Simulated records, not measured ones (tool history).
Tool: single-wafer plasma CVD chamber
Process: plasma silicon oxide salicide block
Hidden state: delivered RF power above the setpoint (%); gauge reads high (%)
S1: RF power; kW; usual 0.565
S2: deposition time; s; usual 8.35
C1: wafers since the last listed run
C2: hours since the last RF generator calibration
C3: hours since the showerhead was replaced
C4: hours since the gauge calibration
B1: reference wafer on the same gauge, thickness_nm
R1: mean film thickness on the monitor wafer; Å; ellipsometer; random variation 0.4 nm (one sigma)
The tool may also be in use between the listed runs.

run 1 hour=0.0 | S1=0.640 S2=8.86 | C1=0 C2=525.3 C3=6180.0 C4=987.3 | B1=99.736 | R1=956.04
run 2 hour=65.2 | S1=0.640 S2=8.86 | C1=1642 C2=590.5 C3=6245.2 C4=1052.5 | B1=99.680 | R1=952.75
run 3 hour=111.7 | S1=0.565 S2=8.35 | C1=1171 C2=637.0 C3=6291.7 C4=1099.0 | B1=99.466 | R1=850.84
run 4 hour=159.7 | S1=0.565 S2=8.35 | C1=1209 C2=685.0 C3=6339.7 C4=1147.0 | B1=99.209 | R1=848.56
run 5 hour=194.9 | S1=0.565 S2=8.35 | C1=886 C2=720.2 C3=6374.9 C4=1182.2 | B1=99.101 | R1=849.22
run 6 hour=262.6 | S1=0.645 S2=7.20 | C1=1705 C2=787.9 C3=6442.6 C4=1249.9 | B1=98.896 | R1=777.29
run 7 hour=291.1 | S1=0.645 S2=8.35 | C1=718 C2=816.4 C3=6471.1 C4=1278.4 | B1=98.850 | R1=895.94
run 8 hour=357.9 | S1=0.645 S2=8.35 | C1=1683 C2=883.2 C3=6537.9 C4=1345.2 | B1=98.667 | R1=886.27
run 9 hour=407.4 | S1=0.645 S2=8.35 | C1=1247 C2=932.7 C3=6587.4 C4=1394.7 | B1=98.333 | R1=887.98
run 10 hour=450.3 | S1=0.565 S2=8.35 | C1=1080 C2=975.6 C3=6630.3 C4=1437.6 | B1=98.208 | R1=842.95
-- hour=451.0 gauge calibrated
run 11 hour=502.2 | S1=0.565 S2=8.35 | C1=1307 C2=1027.5 C3=6682.2 C4=51.2 | B1=100.077 | R1=857.92
run 12 hour=554.3 | S1=0.565 S2=8.35 | C1=1312 C2=1079.6 C3=6734.3 C4=103.3 | B1=100.154 | R1=859.26
run 13 hour=599.0 | S1=0.565 S2=8.35 | C1=1126 C2=1124.3 C3=6779.0 C4=148.0 | B1=100.099 | R1=867.74
run 14 hour=633.6 | S1=0.565 S2=8.35 | C1=871 C2=1158.9 C3=6813.6 C4=182.6 | B1=100.052 | R1=862.66
run 15 hour=665.0 | S1=0.565 S2=8.35 | C1=791 C2=1190.3 C3=6845.0 C4=214.0 | B1=100.152 | R1=850.01
run 16 hour=696.8 | S1=0.625 S2=7.71 | C1=801 C2=1222.1 C3=6876.8 C4=245.8 | B1=99.993 | R1=824.09
run 17 hour=747.6 | S1=0.650 S2=7.42 | C1=1279 C2=1272.9 C3=6927.6 C4=296.6 | B1=100.041 | R1=803.90

Run 18 comes next. What will it give?
-- hour=767.7 showerhead replaced
run 18 hour=806.9 | S1=0.500 S2=7.01 | C1=1292 C2=1332.2 C3=39.2 C4=355.9 | B1=? | R1=?

{"run 18": {"B1": 99.96, "R1": 682.8}}
Without the tool's hidden state the same run would have given R1 685.62 Å.
